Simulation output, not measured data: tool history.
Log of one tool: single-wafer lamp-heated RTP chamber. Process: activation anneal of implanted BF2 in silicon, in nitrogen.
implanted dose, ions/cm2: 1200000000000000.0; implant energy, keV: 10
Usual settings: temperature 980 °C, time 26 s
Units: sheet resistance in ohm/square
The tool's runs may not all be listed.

| run | hour | temperature | time | wafers since the last listed run | wafers since the last pyrometer calibration | wafers since the reflector plate was cleaned | hours since the gauge calibration | read-back reference wafer on the same gauge, sheet resistance | sheet resistance |
|---|---|---|---|---|---|---|---|---|---|
| 1 | 0 | 961 | 26 | 0 | 4137 | 3256 | 26.9 | 232.99 | 332.13 |
| 2 | 10.1 | 961 | 26 | 178 | 4315 | 3434 | 37 | 232.98 | 330.4 |
| 3 | 27.1 | 980 | 26 | 299 | 4615 | 3733 | 54 | 233.54 | 272.27 |
| 4 | 34.6 | 980 | 37 | 132 | 4747 | 3866 | 61.5 | 232.75 | 251.97 |
| 5 | 57.3 | 980 | 37 | 400 | 5147 | 4266 | 84.2 | 233.37 | 248.78 |
| 6 | 73.1 | 980 | 26 | 278 | 5426 | 4544 | 100 | 232.4 | 271.37 |
| 7 | 79.8 | 980 | 26 | 118 | 5544 | 4662 | 106.7 | 233.1 | 272.86 |
| 8 | 86.5 | 980 | 17 | 118 | 5662 | 4780 | 113.4 | 233.2 | 297.3 |
| 9 | 93.6 | 980 | 17 | 125 | 5787 | 4906 | 120.5 | 233.11 | 296.58 |
| 10 | 106.3 | 980 | 17 | 223 | 6011 | 5129 | 133.2 | 232.81 | 295.41 |
|  | 110.4 | gauge calibrated |
| 11 | 142.3 | 980 | 26 | 634 | 6645 | 5764 | 31.9 | 233.39 | 268.75 |
| 12 | 150 | 993 | 20 | 135 | 6781 | 5900 | 39.6 | 233.74 | 245.62 |
|  | 165.1 | pyrometer window cleaned and pyrometer calibrated |
| 13 | 165.6 | 1002 | 17 | 133 | 8 | 6034 | 55.2 | 233.4 | 242.99 |
| 14 | 168.4 | 1002 | 12 | 49 | 57 | 6083 | 58 | 233.18 | 265.92 |
| 15 | 183 | 980 | 26 | 257 | 314 | 6340 | 72.6 | 233.16 | 277.84 |
| 16 | 189.4 | 995 | 17 | 112 | 427 | 6453 | 79 | 233.29 | 260.93 |
|  | 205.1 | reflector plate cleaned |
| 17 | 205.6 | 1004 | 20 | 144 | 572 | 8 | 95.2 | 232.94 | 228.39 |
| 18 | 217.3 | 991 | 12 | 206 | 778 | 214 | 106.9 | 232.88 | 294.12 |
| 19 | 224.1 | 980 | 37 | 119 | 898 | 334 | 113.7 | 233.13 | 254.86 |
| 20 | 241.1 | 955 | 26 | 299 | 1197 | 634 | 130.7 | 232.8 | 356.82 |
|  | 248.3 | gauge calibrated |
| 21 | 251 | 980 | 36 | 174 | 1372 | 808 | 2.7 | 233 | 257.76 |
| 22 | 259.4 | 980 | 26 | 148 | 1520 | 956 | 11.1 | 233.11 | 277.97 |
| 23 | 275.4 | 980 | 21 | 282 | 1802 | 1238 | 27.1 | 232.69 | 288.58 |

Hidden state or all else? Some run-to-run changes of sheet resistance, split into what the settings, what came in and random variation would give without the hidden state, and what is left for the hidden state (with any gauge scatter that isn't in both results):
The hidden state here: true wafer temperature minus pyrometer reading, K; wafer temperature error from the tarnished reflector plate, K; gauge reads high (%).
Run 10 -> 11: time 17 -> 26, gauge calibrated. sheet resistance -26.66 ohm/square: hidden state -2.17, all else -24.49.
Run 12 -> 13: temperature 993 -> 1002, time 20 -> 17, pyrometer window cleaned and pyrometer calibrated. sheet resistance -2.63 ohm/square: hidden state +10.82, all else -13.45.
Run 19 -> 20: temperature 980 -> 955, time 37 -> 26. sheet resistance +101.96 ohm/square: hidden state -0.36, all else +102.32.
Run 20 -> 21: temperature 955 -> 980, time 26 -> 36, gauge calibrated. sheet resistance -99.06 ohm/square: hidden state +0.05, all else -99.11.
